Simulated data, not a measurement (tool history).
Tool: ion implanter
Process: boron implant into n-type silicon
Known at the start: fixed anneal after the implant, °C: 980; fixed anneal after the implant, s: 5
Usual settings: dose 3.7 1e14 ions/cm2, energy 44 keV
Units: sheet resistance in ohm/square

run,hour,dose,energy,"read-back reference wafer on the same gauge, sheet resistance",sheet resistance
1,0,3.7,44,309.38,278.24
2,45.5,3.7,44,308.99,278.37
3,103.4,3.7,44,308.71,277.49
4,160.3,3.7,44,308.49,276.1
5,200.3,4.19,44,308.06,254.18
# hour 255.5: gauge calibrated
# hour 268.4: Faraday cup replaced and dose calibrated
6,268.9,4.19,44,313.78,258.56
7,322.4,4.19,44,312.15,256.79
8,380.7,3.7,44,310.84,279.27
9,437.6,3.7,31.5,309.88,286.03
# hour 510.8: extraction supply calibrated
10,511.3,3.7,44,309.57,278.18
11,572.1,4.17,44,309.39,256.68
12,608.2,2.99,40,309.06,321.74
13,633.3,4.03,44,308.83,262.56
# hour 667.5: gauge calibrated
14,681.5,2.71,38,313.77,350.51
15,728.9,3.32,44,312.62,301.48

Measured less the same run without the tool's hidden state. The same run-to-run variation is in both; the gauge's scatter may not be:
The hidden state here: deviation of the true dose from the Faraday cup's reading, %; deviation of the true energy from its setpoint, %; gauge reads high (%).
run,sheet resistance
1,-4.09
2,-4.52
3,-4.9
4,-5.14
5,-4.85
6,-0.12
7,-1.47
8,-2.7
9,-3.53
10,-4.06
11,-4.05
12,-5.24
13,-4.36
14,-0.07
15,-1.48
